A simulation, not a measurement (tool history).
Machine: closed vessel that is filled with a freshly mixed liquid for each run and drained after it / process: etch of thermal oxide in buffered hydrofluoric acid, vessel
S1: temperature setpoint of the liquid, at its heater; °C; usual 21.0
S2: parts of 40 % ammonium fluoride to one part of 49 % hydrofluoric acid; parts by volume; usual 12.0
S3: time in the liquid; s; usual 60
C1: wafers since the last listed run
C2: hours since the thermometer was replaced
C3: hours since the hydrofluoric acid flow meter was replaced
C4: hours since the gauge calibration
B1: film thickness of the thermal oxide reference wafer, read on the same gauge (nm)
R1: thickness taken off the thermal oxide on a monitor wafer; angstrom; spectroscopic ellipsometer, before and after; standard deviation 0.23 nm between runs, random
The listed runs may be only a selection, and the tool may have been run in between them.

Run 1, day 0.000: usual settings; C1 0; C2 987.9; C3 1588.1; C4 84.5; B1 120.00. Result: R1 540.4 angstrom.
Run 2, day 0.383: usual settings; C1 1117; C2 997.1; C3 1597.3; C4 93.7; B1 120.05. Result: R1 540.5 angstrom.
At day 0.442: gauge calibrated.
Run 3, day 1.104: usual settings; C1 2101; C2 1014.4; C3 1614.6; C4 15.9; B1 120.03. Result: R1 544.4 angstrom.
Run 4, day 1.729: usual settings; C1 1822; C2 1029.4; C3 1629.6; C4 30.9; B1 120.02. Result: R1 543.9 angstrom.
Run 5, day 2.042: usual settings; C1 911; C2 1036.9; C3 1637.1; C4 38.4; B1 120.01. Result: R1 544.3 angstrom.
Run 6, day 2.446: usual settings; C1 1178; C2 1046.6; C3 1646.8; C4 48.1; B1 119.96. Result: R1 544.1 angstrom.
Run 7, day 2.708: usual settings but S3 75 s; C1 765; C2 1052.9; C3 1653.1; C4 54.4; B1 119.98. Result: R1 682.0 angstrom.
Run 8, day 3.300: usual settings but S3 75 s; C1 1725; C2 1067.1; C3 1667.3; C4 68.6; B1 120.01. Result: R1 681.2 angstrom.
Run 9, day 3.871: usual settings but S1 17.5 °C, S2 9.0 parts by volume; C1 1664; C2 1080.8; C3 1681.0; C4 82.3; B1 120.03. Result: R1 575.1 angstrom.
Run 10, day 4.358: usual settings; C1 1421; C2 1092.5; C3 1692.7; C4 94.0; B1 120.05. Result: R1 552.2 angstrom.
At day 4.533: hydrofluoric acid flow meter replaced.
At day 4.650: gauge calibrated.
Run 11, day 4.796: usual settings but S1 18.5 °C; C1 1154; C2 1103.0; C3 6.3; C4 3.5; B1 120.00. Result: R1 479.2 angstrom.
Run 12, day 5.150: usual settings but S2 14.0 parts by volume, S3 90 s; C1 1032; C2 1111.5; C3 14.8; C4 12.0; B1 119.99. Result: R1 706.5 angstrom.
Run 13, day 5.488: usual settings but S1 17.0 °C, S3 45 s; C1 984; C2 1119.6; C3 22.9; C4 20.1; B1 119.97. Result: R1 333.7 angstrom.
At day 5.979: thermometer replaced.
Run 14, day 6.079: usual settings; C1 1603; C2 2.4; C3 37.1; C4 34.3; B1 120.02. Result: R1 478.7 angstrom.
Run 15, day 6.488: usual settings but S2 14.5 parts by volume, S3 30 s; C1 1190; C2 12.2; C3 46.9; C4 44.1; B1 119.98. Result: R1 200.0 angstrom.
Run 16, day 7.058: usual settings but S1 18.0 °C, S2 10.0 parts by volume; C1 1664; C2 25.9; C3 60.6; C4 57.8; B1 120.00. Result: R1 484.5 angstrom.
Run 17, day 7.783: usual settings but S1 17.0 °C, S2 10.0 parts by volume, S3 70 s; C1 2113; C2 43.3; C3 78.0; C4 75.2; B1 119.97. Result: R1 535.3 angstrom.

Alternative continuations, all from the tool just after run 17; predict every row:
Run A, day 7.812: usual settings but S2 7.5 parts by volume; C1 85; C2 44.0; C3 78.7; C4 75.9; B1 ?. Result: R1 ?.
Run B, day 7.812: usual settings but S1 23.5 °C, S2 16.0 parts by volume, S3 80 s; C1 85; C2 44.0; C3 78.7; C4 75.9; B1 ?. Result: R1 ?.
Run C, day 7.812: usual settings but S1 25.0 °C, S2 10.0 parts by volume, S3 75 s; C1 85; C2 44.0; C3 78.7; C4 75.9; B1 ?. Result: R1 ?.

run      B1     R1
  A  119.97  754.7
  B  119.97  559.9
  C  119.97  901.9
Take away the tool's hidden state, keep each run's random variation, and the runs would have read:
run     R1
  A  739.8
  B  548.9
  C  884.5
